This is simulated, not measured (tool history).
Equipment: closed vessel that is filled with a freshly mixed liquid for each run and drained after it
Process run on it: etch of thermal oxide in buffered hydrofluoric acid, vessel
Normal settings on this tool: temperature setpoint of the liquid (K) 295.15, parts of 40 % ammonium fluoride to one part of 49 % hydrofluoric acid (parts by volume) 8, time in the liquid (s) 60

run,hour,temperature setpoint of the liquid (K),parts of 40 % ammonium fluoride to one part of 49 % hydrofluoric acid (parts by volume),time in the liquid (s),"read-back film thickness of the thermal oxide reference wafer, read on the same gauge (nm)",thickness taken off the thermal oxide on a monitor wafer (Å)
1,0,296.15,6.5,60,99.99,1098.6
2,61.1,296.15,6.5,60,99.99,1092.6
3,157.9,295.15,9.5,60,100.02,709
4,262.5,295.15,9.5,60,99.99,717.5
5,367.4,295.15,8,60,100.03,864.6
6,452.8,295.15,8,60,99.97,864.2
7,521.3,298.65,8,35,100.02,613.7
# hour 551.4: gauge calibrated
8,611.6,295.15,6.5,60,100,1066.6
9,666.3,298.15,8,60,100.01,1036
# hour 705.9: thermometer replaced
10,758,295.15,8,60,99.95,875.2
11,819.9,297.65,8,60,100.01,998.5
# hour 832.1: hydrofluoric acid flow meter replaced
12,909.8,293.65,10.5,60,99.98,603.9
13,1056.6,292.15,8,70,99.98,825.5
14,1097.6,292.15,5.5,90,100.02,1513.1
15,1149.8,297.65,10.5,80,100.03,1013.9
16,1195.4,292.15,10,75,100,735.6
17,1286,295.15,8,60,99.99,849.9
18,1359.7,292.15,8,60,100.02,722.3
19,1435.9,295.15,8,60,100.04,856.1
20,1476.9,295.15,11,60,100.02,640.8
21,1513.9,295.15,8,60,99.99,855
22,1619.3,297.15,6,60,100.01,1262.2
23,1660.2,299.15,6,45,99.99,1048.8
24,1747.7,292.65,9.5,60,100.03,635.9
25,1796.4,298.65,8,30,99.96,526.7
# hour 1889: hydrofluoric acid flow meter replaced
26,1891.1,295.15,8,60,99.98,827.5
27,1955.3,295.15,9.5,70,99.99,815.5
28,2029.4,295.15,6.5,40,99.97,685.2
29,2098,295.15,8,60,100.02,840
30,2201.7,299.65,5.5,60,100,1506.8
31,2270.9,300.15,10.5,35,100.01,503.9
32,2322.8,292.65,8,60,100,731.4

Table of differences, measured result less the result of that run with no hidden state. Run-to-run variation is the same in both. Gauge scatter possibly is not:
The hidden state here: liquid colder than its thermometer reads (K); hydrofluoric acid flow above the setpoint (%); gauge reads high (%).
run,thickness taken off the thermal oxide on a monitor wafer (Å)
1,+18.8
2,+21.1
3,+11.9
4,+14.1
5,+33.2
6,+36.5
7,+27.9
8,+42.5
9,+53.7
10,+48.9
11,+58.6
12,+5.2
13,+13.8
14,+22.2
15,+19.3
16,+10
17,+23.3
18,+22.3
19,+29.5
20,+21.1
21,+32.6
22,+42.6
23,+36.9
24,+18.2
25,+26.7
26,+0.5
27,+1.8
28,+4.1
29,+9
30,+18.6
31,+8.6
32,+15.8
